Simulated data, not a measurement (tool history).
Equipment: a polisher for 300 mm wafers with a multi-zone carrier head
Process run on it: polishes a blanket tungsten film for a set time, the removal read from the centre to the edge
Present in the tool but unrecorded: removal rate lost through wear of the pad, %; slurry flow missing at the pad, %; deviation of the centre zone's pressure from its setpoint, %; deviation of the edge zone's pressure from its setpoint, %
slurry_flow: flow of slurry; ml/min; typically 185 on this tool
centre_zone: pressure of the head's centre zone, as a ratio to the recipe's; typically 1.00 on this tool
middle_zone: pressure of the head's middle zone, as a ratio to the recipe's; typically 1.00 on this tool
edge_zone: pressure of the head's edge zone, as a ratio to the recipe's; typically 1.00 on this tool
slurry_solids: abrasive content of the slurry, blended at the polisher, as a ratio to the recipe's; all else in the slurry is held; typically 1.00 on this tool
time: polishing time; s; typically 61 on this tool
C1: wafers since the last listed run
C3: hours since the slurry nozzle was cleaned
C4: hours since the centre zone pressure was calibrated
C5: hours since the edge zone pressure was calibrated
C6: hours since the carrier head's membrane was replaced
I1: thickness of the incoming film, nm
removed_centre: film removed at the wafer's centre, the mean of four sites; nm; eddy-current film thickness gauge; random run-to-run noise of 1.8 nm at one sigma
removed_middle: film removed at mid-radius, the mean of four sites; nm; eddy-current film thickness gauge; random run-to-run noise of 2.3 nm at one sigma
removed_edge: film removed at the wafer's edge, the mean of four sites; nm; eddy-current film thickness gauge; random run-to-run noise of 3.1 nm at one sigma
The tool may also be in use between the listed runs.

run 1 hour=0.0 | slurry_flow=185 centre_zone=1.00 middle_zone=1.00 edge_zone=1.00 slurry_solids=1.00 time=61 | C1=0 wafers_polished_on_this_pad=2976 C3=494.8 C4=371.8 C5=79.1 C6=1239.8 | I1=1503.8 | removed_centre=246.3 removed_middle=230.2 removed_edge=223.6
-- hour=63.5 slurry nozzle cleaned
run 2 hour=66.2 | slurry_flow=125 centre_zone=1.00 middle_zone=1.03 edge_zone=0.92 slurry_solids=1.00 time=49 | C1=781 wafers_polished_on_this_pad=3757 C3=2.7 C4=438.0 C5=145.3 C6=1306.0 | I1=1540.8 | removed_centre=185.8 removed_middle=181.1 removed_edge=163.9
-- hour=122.9 worn pad replaced by a new one
run 3 hour=130.6 | slurry_flow=185 centre_zone=1.00 middle_zone=1.00 edge_zone=1.00 slurry_solids=0.75 time=61 | C1=723 wafers_polished_on_this_pad=92 C3=67.1 C4=502.4 C5=209.7 C6=1370.4 | I1=1514.2 | removed_centre=232.2 removed_middle=216.1 removed_edge=217.9
run 4 hour=162.5 | slurry_flow=240 centre_zone=0.94 middle_zone=1.00 edge_zone=1.00 slurry_solids=0.75 time=61 | C1=382 wafers_polished_on_this_pad=474 C3=99.0 C4=534.3 C5=241.6 C6=1402.3 | I1=1530.1 | removed_centre=227.1 removed_middle=221.0 removed_edge=218.9
run 5 hour=231.8 | slurry_flow=185 centre_zone=0.94 middle_zone=1.00 edge_zone=1.00 slurry_solids=1.00 time=72 | C1=830 wafers_polished_on_this_pad=1304 C3=168.3 C4=603.6 C5=310.9 C6=1471.6 | I1=1564.5 | removed_centre=282.0 removed_middle=281.5 removed_edge=275.1
run 6 hour=281.7 | slurry_flow=240 centre_zone=1.00 middle_zone=1.10 edge_zone=1.00 slurry_solids=1.25 time=61 | C1=597 wafers_polished_on_this_pad=1902 C3=218.2 C4=653.5 C5=360.8 C6=1521.5 | I1=1537.8 | removed_centre=282.4 removed_middle=280.9 removed_edge=251.5
run 7 hour=315.4 | slurry_flow=185 centre_zone=1.00 middle_zone=1.00 edge_zone=1.00 slurry_solids=1.00 time=61 | C1=403 wafers_polished_on_this_pad=2306 C3=251.9 C4=687.2 C5=394.5 C6=1555.2 | I1=1526.0 | removed_centre=253.4 removed_middle=234.6 removed_edge=235.1
run 8 hour=366.7 | slurry_flow=185 centre_zone=1.00 middle_zone=1.00 edge_zone=1.00 slurry_solids=1.00 time=61 | C1=614 wafers_polished_on_this_pad=2921 C3=303.2 C4=738.5 C5=445.8 C6=1606.5 | I1=1507.5 | removed_centre=248.2 removed_middle=230.6 removed_edge=225.6
run 9 hour=401.1 | slurry_flow=185 centre_zone=1.00 middle_zone=1.00 edge_zone=1.00 slurry_solids=1.00 time=61 | C1=412 wafers_polished_on_this_pad=3333 C3=337.6 C4=772.9 C5=480.2 C6=1640.9 | I1=1529.3 | removed_centre=249.0 removed_middle=228.6 removed_edge=221.5
-- hour=404.5 edge zone pressure recalibrated
run 10 hour=431.2 | slurry_flow=185 centre_zone=1.00 middle_zone=1.00 edge_zone=0.91 slurry_solids=0.75 time=46 | C1=336 wafers_polished_on_this_pad=3669 C3=367.7 C4=803.0 C5=26.7 C6=1671.0 | I1=1537.8 | removed_centre=164.3 removed_middle=153.0 removed_edge=147.6
-- hour=446.6 carrier head's membrane replaced by a new one
run 11 hour=481.4 | slurry_flow=185 centre_zone=1.00 middle_zone=1.00 edge_zone=1.00 slurry_solids=1.00 time=61 | C1=541 wafers_polished_on_this_pad=4211 C3=417.9 C4=853.2 C5=76.9 C6=34.8 | I1=1533.7 | removed_centre=238.0 removed_middle=221.3 removed_edge=217.7
run 12 hour=544.3 | slurry_flow=185 centre_zone=1.00 middle_zone=1.00 edge_zone=1.10 slurry_solids=1.15 time=41 | C1=753 wafers_polished_on_this_pad=4964 C3=480.8 C4=916.1 C5=139.8 C6=97.7 | I1=1520.0 | removed_centre=163.0 removed_middle=149.4 removed_edge=156.2
-- hour=548.3 worn pad replaced by a new one
-- hour=565.4 slurry nozzle cleaned
run 13 hour=614.3 | slurry_flow=235 centre_zone=1.00 middle_zone=1.06 edge_zone=1.09 slurry_solids=1.00 time=61 | C1=778 wafers_polished_on_this_pad=778 C3=48.9 C4=986.1 C5=209.8 C6=167.7 | I1=1537.3 | removed_centre=271.2 removed_middle=256.1 removed_edge=251.9
run 14 hour=658.5 | slurry_flow=185 centre_zone=1.00 middle_zone=1.00 edge_zone=1.00 slurry_solids=1.00 time=61 | C1=529 wafers_polished_on_this_pad=1308 C3=93.1 C4=1030.3 C5=254.0 C6=211.9 | I1=1512.1 | removed_centre=263.6 removed_middle=242.9 removed_edge=232.3
run 15 hour=686.7 | slurry_flow=130 centre_zone=1.11 middle_zone=1.00 edge_zone=1.05 slurry_solids=1.00 time=48 | C1=337 wafers_polished_on_this_pad=1646 C3=121.3 C4=1058.5 C5=282.2 C6=240.1 | I1=1523.5 | removed_centre=218.8 removed_middle=182.4 removed_edge=186.7
run 16 hour=734.8 | slurry_flow=185 centre_zone=1.00 middle_zone=1.09 edge_zone=0.97 slurry_solids=1.00 time=61 | C1=576 wafers_polished_on_this_pad=2222 C3=169.4 C4=1106.6 C5=330.3 C6=288.2 | I1=1546.6 | removed_centre=259.8 removed_middle=252.7 removed_edge=227.3
run 17 hour=782.0 | slurry_flow=245 centre_zone=1.00 middle_zone=1.00 edge_zone=1.00 slurry_solids=1.00 time=61 | C1=565 wafers_polished_on_this_pad=2787 C3=216.6 C4=1153.8 C5=377.5 C6=335.4 | I1=1498.0 | removed_centre=266.0 removed_middle=239.0 removed_edge=236.1
run 18 hour=836.1 | slurry_flow=230 centre_zone=1.08 middle_zone=1.00 edge_zone=1.00 slurry_solids=0.85 time=68 | C1=648 wafers_polished_on_this_pad=3435 C3=270.7 C4=1207.9 C5=431.6 C6=389.5 | I1=1551.3 | removed_centre=291.9 removed_middle=250.1 removed_edge=241.4
-- hour=845.4 edge zone pressure recalibrated
run 19 hour=866.2 | slurry_flow=145 centre_zone=1.06 middle_zone=1.00 edge_zone=1.00 slurry_solids=1.00 time=74 | C1=336 wafers_polished_on_this_pad=3772 C3=300.8 C4=1238.0 C5=20.8 C6=419.6 | I1=1533.4 | removed_centre=312.8 removed_middle=267.4 removed_edge=268.6
run 20 hour=913.5 | slurry_flow=185 centre_zone=1.08 middle_zone=1.00 edge_zone=0.94 slurry_solids=0.85 time=61 | C1=566 wafers_polished_on_this_pad=4339 C3=348.1 C4=1285.3 C5=68.1 C6=466.9 | I1=1533.5 | removed_centre=247.6 removed_middle=209.4 removed_edge=198.1
run 21 hour=945.0 | slurry_flow=185 centre_zone=1.00 middle_zone=1.00 edge_zone=1.00 slurry_solids=1.00 time=61 | C1=377 wafers_polished_on_this_pad=4716 C3=379.6 C4=1316.8 C5=99.6 C6=498.4 | I1=1531.5 | removed_centre=241.4 removed_middle=214.7 removed_edge=217.3

Each row is a separate what-if for the run after 21, all from the same tool condition, not one after another. Results?
run A hour=945.4 | slurry_flow=185 centre_zone=1.08 middle_zone=1.00 edge_zone=1.00 slurry_solids=1.00 time=61 | C1=4 wafers_polished_on_this_pad=4721 C3=380.0 C4=1317.2 C5=100.0 C6=498.8 | I1=1522.6 | removed_centre=? removed_middle=? removed_edge=?
run B hour=945.4 | slurry_flow=165 centre_zone=1.00 middle_zone=1.00 edge_zone=1.08 slurry_solids=1.20 time=50 | C1=4 wafers_polished_on_this_pad=4721 C3=380.0 C4=1317.2 C5=100.0 C6=498.8 | I1=1522.6 | removed_centre=? removed_middle=? removed_edge=?
run C hour=945.4 | slurry_flow=185 centre_zone=1.00 middle_zone=1.00 edge_zone=1.00 slurry_solids=1.15 time=61 | C1=4 wafers_polished_on_this_pad=4721 C3=380.0 C4=1317.2 C5=100.0 C6=498.8 | I1=1522.6 | removed_centre=? removed_middle=? removed_edge=?
run D hour=945.4 | slurry_flow=215 centre_zone=1.00 middle_zone=1.06 edge_zone=1.00 slurry_solids=0.85 time=61 | C1=4 wafers_polished_on_this_pad=4721 C3=380.0 C4=1317.2 C5=100.0 C6=498.8 | I1=1522.6 | removed_centre=? removed_middle=? removed_edge=?

run=A removed_centre=258.6 removed_middle=218.3 removed_edge=219.1
run=B removed_centre=205.7 removed_middle=187.7 removed_edge=195.5
run=C removed_centre=250.9 removed_middle=228.6 removed_edge=229.4
run=D removed_centre=230.6 removed_middle=220.3 removed_edge=209.4
Stripped of hidden state, with their random variation kept, the same runs would have yielded:
run=A removed_centre=264.7 removed_middle=244.4 removed_edge=245.2
run=B removed_centre=210.5 removed_middle=210.2 removed_edge=218.8
run=C removed_centre=256.7 removed_middle=256.0 removed_edge=256.7
run=D removed_centre=235.9 removed_middle=246.7 removed_edge=234.3
